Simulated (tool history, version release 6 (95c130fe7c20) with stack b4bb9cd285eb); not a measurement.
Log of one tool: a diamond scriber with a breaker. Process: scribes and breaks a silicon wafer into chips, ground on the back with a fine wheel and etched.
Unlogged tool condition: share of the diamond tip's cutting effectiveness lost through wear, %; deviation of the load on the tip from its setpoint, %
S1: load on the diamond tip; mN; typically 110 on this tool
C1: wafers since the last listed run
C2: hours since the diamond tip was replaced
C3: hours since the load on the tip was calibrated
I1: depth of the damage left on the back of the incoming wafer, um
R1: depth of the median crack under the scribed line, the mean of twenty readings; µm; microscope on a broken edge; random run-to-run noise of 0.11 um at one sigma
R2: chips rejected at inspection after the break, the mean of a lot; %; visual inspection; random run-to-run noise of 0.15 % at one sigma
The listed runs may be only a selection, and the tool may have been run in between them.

run,hour,S1,C1,C2,C3,I1,R1,R2
1,0,110,0,251.1,1047.3,0.7,7.51,3.17
2,15.1,110,56,266.2,1062.4,0.76,7.64,3.3
3,22.3,120,26,273.4,1069.6,0.74,8.18,1.62
4,31.7,120,35,282.8,1079,0.34,8.11,1.85
5,47,120,57,298.1,1094.3,0.48,8.18,1.95
6,64.3,110,64,315.4,1111.6,0.31,7.56,3.6
7,72.9,110,32,324,1120.2,0.53,7.67,3.56
8,89.8,110,63,340.9,1137.1,0.67,7.66,3.91
9,104.6,110,55,355.7,1151.9,0.43,7.51,3.07
10,111.4,110,25,362.5,1158.7,0.57,7.59,3.98
11,121.9,110,39,373,1169.2,0.5,7.63,3.39
12,138.3,110,61,389.4,1185.6,0.6,7.56,3.5
13,146.3,110,29,397.4,1193.6,0.59,7.48,3.87
# hour 148.6: diamond tip replaced by a new one
14,153.7,110,20,5.1,1201,0.56,7.93,1.94
15,170.3,123,62,21.7,1217.6,0.34,8.88,4.34
16,181.1,123,40,32.5,1228.4,0.48,8.76,3.49
17,194.4,125,49,45.8,1241.7,0.67,8.86,4.66
# hour 233.1: load on the tip recalibrated
18,233.6,110,138,85,0.5,0.77,7.81,2.64
19,243.4,110,36,94.8,10.3,0.79,7.91,2.76
20,253.6,110,38,105,20.5,0.64,7.85,2.55
21,270.4,103,62,121.8,37.3,0.34,7.4,6.4
22,286,110,58,137.4,52.9,0.37,7.77,2.61
23,301.6,89,58,153,68.5,0.44,6.4,22.1
24,315.7,81,52,167.1,82.6,0.8,5.9,35.83
25,323.6,135,29,175,90.5,0.54,8.86,6.19
26,337.4,86,51,188.8,104.3,0.8,6.08,30.4
27,348.7,142,42,200.1,115.6,0.36,9.28,10.76
28,366.7,133,67,218.1,133.6,0.51,8.94,4.49
29,374.6,128,29,226,141.5,0.41,8.66,3.32
30,391.7,110,63,243.1,158.6,0.59,7.71,2.97
31,404,120,45,255.4,170.9,0.77,8.26,1.91
32,419.7,124,58,271.1,186.6,0.44,8.46,2.31
33,436.5,132,62,287.9,203.4,0.72,8.59,4.37
34,451.5,126,56,302.9,218.4,0.7,8.57,2.63
35,462.7,110,41,314.1,229.6,0.45,7.76,4.29
36,476.1,78,50,327.5,243,0.58,5.65,46.74
37,482.4,110,23,333.8,249.3,0.65,7.76,3.49
38,489.8,88,27,341.2,256.7,0.61,6.22,26.15
39,498.7,90,33,350.1,265.6,0.47,6.6,19.83
40,510.3,137,43,361.7,277.2,0.56,8.97,7.29
41,517.7,110,27,369.1,284.6,0.7,7.75,3.62
# hour 528.9: diamond tip replaced by a new one
42,532.2,110,46,3.3,299.1,0.6,8.02,1.7
43,546.7,96,54,17.8,313.6,0.35,7.09,7.96

Each row is a separate what-if for the run after 43, all from the same tool condition, not one after another. Results?
A,547.3,97,2,18.4,314.2,0.51,?,?
B,547.3,93,2,18.4,314.2,0.51,?,?
C,547.3,134,2,18.4,314.2,0.51,?,?

run,R1,R2
A,7.36,6.9
B,7.09,10.44
C,9.6,10.16
With no hidden state in the tool, these same runs would have given:
run,R1,R2
A,7.43,6.07
B,7.17,9.37
C,9.7,11.27
